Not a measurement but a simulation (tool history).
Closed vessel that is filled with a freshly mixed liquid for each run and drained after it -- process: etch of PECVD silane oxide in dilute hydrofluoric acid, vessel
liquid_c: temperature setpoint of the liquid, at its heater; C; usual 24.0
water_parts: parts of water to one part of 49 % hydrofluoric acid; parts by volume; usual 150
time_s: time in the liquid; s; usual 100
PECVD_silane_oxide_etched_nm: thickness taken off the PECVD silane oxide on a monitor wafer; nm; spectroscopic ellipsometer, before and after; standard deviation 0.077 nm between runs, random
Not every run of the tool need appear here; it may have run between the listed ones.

run	day	liquid_c	water_parts	time_s	read-back film thickness of the PECVD silane oxide reference wafer, read on the same gauge (nm)	PECVD_silane_oxide_etched_nm
1	0.000	26.5	185	100	90.00	17.92
2	3.350	26.5	185	100	89.98	17.73
3	4.925	26.5	185	100	90.01	17.76
4	7.179	24.0	150	100	90.01	20.88
5	9.638	24.0	150	100	90.01	20.78
6	12.192	24.0	150	100	90.02	20.96
7	15.996	20.0	150	100	90.02	17.93
8	20.254	24.0	150	100	89.99	20.87
9	23.367	24.0	150	100	89.98	20.88
# day 23.608: thermometer replaced
# day 23.679: gauge calibrated
10	25.038	24.0	150	100	90.01	21.01
11	27.121	24.0	150	55	90.00	11.59
12	29.200	24.0	150	55	90.00	11.64
13	33.404	24.0	150	100	90.01	21.09
14	35.296	19.5	75	100	89.99	38.18
15	38.775	24.0	185	150	90.01	24.70
16	42.375	19.5	85	100	90.00	33.57
17	43.942	26.0	150	60	90.01	13.63
18	46.875	27.0	150	155	90.00	36.79
19	51.146	24.0	150	55	90.02	11.70
# day 53.838: hydrofluoric acid flow meter replaced
20	64.608	19.5	150	155	90.01	26.84
# day 64.950: gauge calibrated
21	68.054	24.0	150	100	90.00	20.73
22	70.275	22.0	150	60	90.00	11.53
23	72.896	24.0	150	100	90.01	20.71
24	74.708	24.0	150	100	90.01	20.77

Measured less the same run without the tool's hidden state. The same run-to-run variation is in both; the gauge's scatter may not be:
What the log doesn't record here: liquid hotter than its thermometer reads (K); hydrofluoric acid flow above the setpoint (%); gauge reads high (%).
run	PECVD_silane_oxide_etched_nm
1	+0.20
2	+0.22
3	+0.23
4	+0.27
5	+0.30
6	+0.32
7	+0.29
8	+0.37
9	+0.40
10	+0.41
11	+0.24
12	+0.24
13	+0.47
14	+0.81
15	+0.61
16	+0.80
17	+0.36
18	+0.99
19	+0.33
20	+0.14
21	+0.13
22	+0.08
23	+0.17
24	+0.18
